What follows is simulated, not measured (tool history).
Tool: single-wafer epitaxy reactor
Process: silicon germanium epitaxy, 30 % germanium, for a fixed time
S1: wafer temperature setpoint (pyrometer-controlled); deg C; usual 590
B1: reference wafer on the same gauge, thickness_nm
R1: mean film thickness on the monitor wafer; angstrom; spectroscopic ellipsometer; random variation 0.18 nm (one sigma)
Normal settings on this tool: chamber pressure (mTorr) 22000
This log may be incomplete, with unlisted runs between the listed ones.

run 1 hour=0 | S1=590 chamber_pressure_(mTorr)=20600 | B1=50.183 | R1=456.04
run 2 hour=47.7 | S1=590 chamber_pressure_(mTorr)=20600 | B1=50.155 | R1=455.73
run 3 hour=87.7 | S1=590 chamber_pressure_(mTorr)=22000 | B1=50.194 | R1=472.33
run 4 hour=143.6 | S1=590 chamber_pressure_(mTorr)=22000 | B1=50.241 | R1=476.41
run 5 hour=289.1 | S1=590 chamber_pressure_(mTorr)=22000 | B1=50.184 | R1=474.78
run 6 hour=341.4 | S1=594 chamber_pressure_(mTorr)=22000 | B1=50.198 | R1=513.13
run 7 hour=386.7 | S1=594 chamber_pressure_(mTorr)=22000 | B1=50.169 | R1=515.83
run 8 hour=439.4 | S1=590 chamber_pressure_(mTorr)=24400 | B1=50.226 | R1=503.29
run 9 hour=465.8 | S1=590 chamber_pressure_(mTorr)=22000 | B1=50.158 | R1=474.45
run 10 hour=496.2 | S1=590 chamber_pressure_(mTorr)=22000 | B1=50.281 | R1=473.49
-- hour=524.7 capacitance manometer re-zeroed and calibrated
run 11 hour=525.2 | S1=590 chamber_pressure_(mTorr)=22000 | B1=50.249 | R1=473.49
run 12 hour=555.3 | S1=590 chamber_pressure_(mTorr)=22000 | B1=50.224 | R1=473.95
-- hour=574.9 pyrometer calibrated
run 13 hour=624.1 | S1=590 chamber_pressure_(mTorr)=22000 | B1=50.226 | R1=470.44
run 14 hour=658.2 | S1=590 chamber_pressure_(mTorr)=22000 | B1=50.238 | R1=472.3
run 15 hour=707.1 | S1=590 chamber_pressure_(mTorr)=22000 | B1=50.174 | R1=476.94
run 16 hour=732.7 | S1=595 chamber_pressure_(mTorr)=25000 | B1=50.192 | R1=568.02
run 17 hour=788.9 | S1=601 chamber_pressure_(mTorr)=19200 | B1=50.199 | R1=550.24
run 18 hour=849.3 | S1=601 chamber_pressure_(mTorr)=24000 | B1=50.21 | R1=623.04
-- hour=883.4 showerhead replaced
run 19 hour=897.4 | S1=590 chamber_pressure_(mTorr)=17200 | B1=50.184 | R1=404.38
run 20 hour=955.1 | S1=600 chamber_pressure_(mTorr)=20400 | B1=50.216 | R1=562.77
run 21 hour=996.4 | S1=590 chamber_pressure_(mTorr)=22000 | B1=50.279 | R1=477.91
run 22 hour=1053.3 | S1=602 chamber_pressure_(mTorr)=27000 | B1=50.243 | R1=678.34
run 23 hour=1087.2 | S1=590 chamber_pressure_(mTorr)=18900 | B1=50.162 | R1=430.03
run 24 hour=1134 | S1=583 chamber_pressure_(mTorr)=17600 | B1=50.184 | R1=352.47
run 25 hour=1202 | S1=590 chamber_pressure_(mTorr)=22000 | B1=50.228 | R1=474.39
run 26 hour=1249.6 | S1=578 chamber_pressure_(mTorr)=22000 | B1=50.25 | R1=364.65
run 27 hour=1281.2 | S1=600 chamber_pressure_(mTorr)=27400 | B1=50.231 | R1=664.18
-- hour=1295.6 gauge calibrated
run 28 hour=1320.2 | S1=584 chamber_pressure_(mTorr)=22000 | B1=50.191 | R1=413.83
run 29 hour=1350.9 | S1=579 chamber_pressure_(mTorr)=26200 | B1=50.194 | R1=411.25
run 30 hour=1414.9 | S1=599 chamber_pressure_(mTorr)=17800 | B1=50.153 | R1=498.11
run 31 hour=1456.1 | S1=577 chamber_pressure_(mTorr)=17300 | B1=50.17 | R1=306.07
run 32 hour=1510.6 | S1=581 chamber_pressure_(mTorr)=22000 | B1=50.24 | R1=389.45
-- hour=1558.4 capacitance manometer re-zeroed and calibrated
run 33 hour=1574.8 | S1=579 chamber_pressure_(mTorr)=17300 | B1=50.192 | R1=320.52
run 34 hour=1619.5 | S1=599 chamber_pressure_(mTorr)=22000 | B1=50.166 | R1=572.01
run 35 hour=1671.8 | S1=590 chamber_pressure_(mTorr)=22000 | B1=50.277 | R1=473.49
run 36 hour=1707.6 | S1=601 chamber_pressure_(mTorr)=20100 | B1=50.189 | R1=564.16

Here are 3 independent what-if runs from the current tool condition. What would each one return?
run A hour=1708 | S1=590 chamber_pressure_(mTorr)=22000 | B1=? | R1=?
run B hour=1708 | S1=605 chamber_pressure_(mTorr)=19600 | B1=? | R1=?
run C hour=1708 | S1=578 chamber_pressure_(mTorr)=27300 | B1=? | R1=?

run=A B1=50.206 R1=476.15
run=B B1=50.206 R1=607.1
run=C B1=50.206 R1=414.86
Without the tool's hidden state the same runs would have given:
run=A R1=476.15
run=B R1=607.1
run=C R1=414.86

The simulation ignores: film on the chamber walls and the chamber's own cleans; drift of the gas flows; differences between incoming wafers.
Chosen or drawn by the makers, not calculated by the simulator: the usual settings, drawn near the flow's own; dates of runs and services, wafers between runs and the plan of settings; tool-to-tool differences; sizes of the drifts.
